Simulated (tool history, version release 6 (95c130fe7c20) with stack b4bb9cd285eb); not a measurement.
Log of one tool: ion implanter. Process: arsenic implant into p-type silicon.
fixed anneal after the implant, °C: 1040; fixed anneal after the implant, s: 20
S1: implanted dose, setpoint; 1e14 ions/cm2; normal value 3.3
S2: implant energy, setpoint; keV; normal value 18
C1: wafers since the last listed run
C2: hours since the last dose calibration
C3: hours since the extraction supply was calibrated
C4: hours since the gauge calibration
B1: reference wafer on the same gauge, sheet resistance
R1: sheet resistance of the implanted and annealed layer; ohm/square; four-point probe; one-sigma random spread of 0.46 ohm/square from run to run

run	hour	S1	S2	C1	C2	C3	C4	B1	R1
1	0	2.65	18	0	1397	5099.1	134.7	353.2	349.08
2	6.6	3.3	14.5	149	1403.6	5105.7	141.3	353.14	300.98
3	17.5	3.3	14.5	247	1414.5	5116.6	152.2	353.08	300.8
4	39.3	3.3	14.5	494	1436.3	5138.4	174	353.23	300.33
5	51.3	3.3	18	272	1448.3	5150.4	186	353.02	294.35
6	67.2	3.3	18	360	1464.2	5166.3	201.9	353	294.06
7	79.9	3.3	21.5	288	1476.9	5179	214.6	353.29	287.04
8	89.4	3.3	21.5	215	1486.4	5188.5	224.1	353.08	287.31
9	102.3	3.3	21.5	292	1499.3	5201.4	237	353.08	287.84
10	114.6	3.3	18	279	1511.6	5213.7	249.3	353.05	292.46
11	121.1	3.3	18	147	1518.1	5220.2	255.8	353.2	292.5
# hour 122: gauge calibrated
# hour 135.4: Faraday cup replaced and dose calibrated
12	135.9	2.82	15	154	0.5	5235	13.9	353.19	351.18
13	148.9	2.4	13.5	295	13.5	5248	26.9	352.93	401.82
# hour 171.5: extraction supply calibrated
14	172	3.3	18	342	36.6	0.5	50	353.05	304.68
15	178.8	2.48	14	154	43.4	7.3	56.8	352.92	390.76
16	186.7	4.17	12.5	179	51.3	15.2	64.7	352.94	264.15
17	202.1	2.4	13.5	349	66.7	30.6	80.1	352.92	401.86
18	209.4	2.4	13.5	165	74	37.9	87.4	352.99	402.57
19	224	3.88	23.5	331	88.6	52.5	102	353.22	260.77
20	235.7	3.3	24	265	100.3	64.2	113.7	352.98	294.96
21	246.3	4.22	23	240	110.9	74.8	124.3	352.9	245.88
22	263.5	3.68	13	390	128.1	92	141.5	352.85	290.13
23	270.9	2.55	14	167	135.5	99.4	148.9	353.03	383.1

Hidden state at the last listed run before each entry between runs and at the first one after, where it differs:
In the gap between runs 11 and 12: gauge calibrated (hour 122); Faraday cup replaced and dose calibrated (hour 135.4)
  deviation of the true dose from the Faraday cup's reading, %: 6.73 -> 0.913
  measured less the result without the state, R1: -15 -> -2.48 ohm/square
In the gap between runs 13 and 14: extraction supply calibrated (hour 171.5)
  deviation of the true dose from the Faraday cup's reading, %: 0.914 -> 0.917
  measured less the result without the state, R1: -2.85 -> -2.14 ohm/square
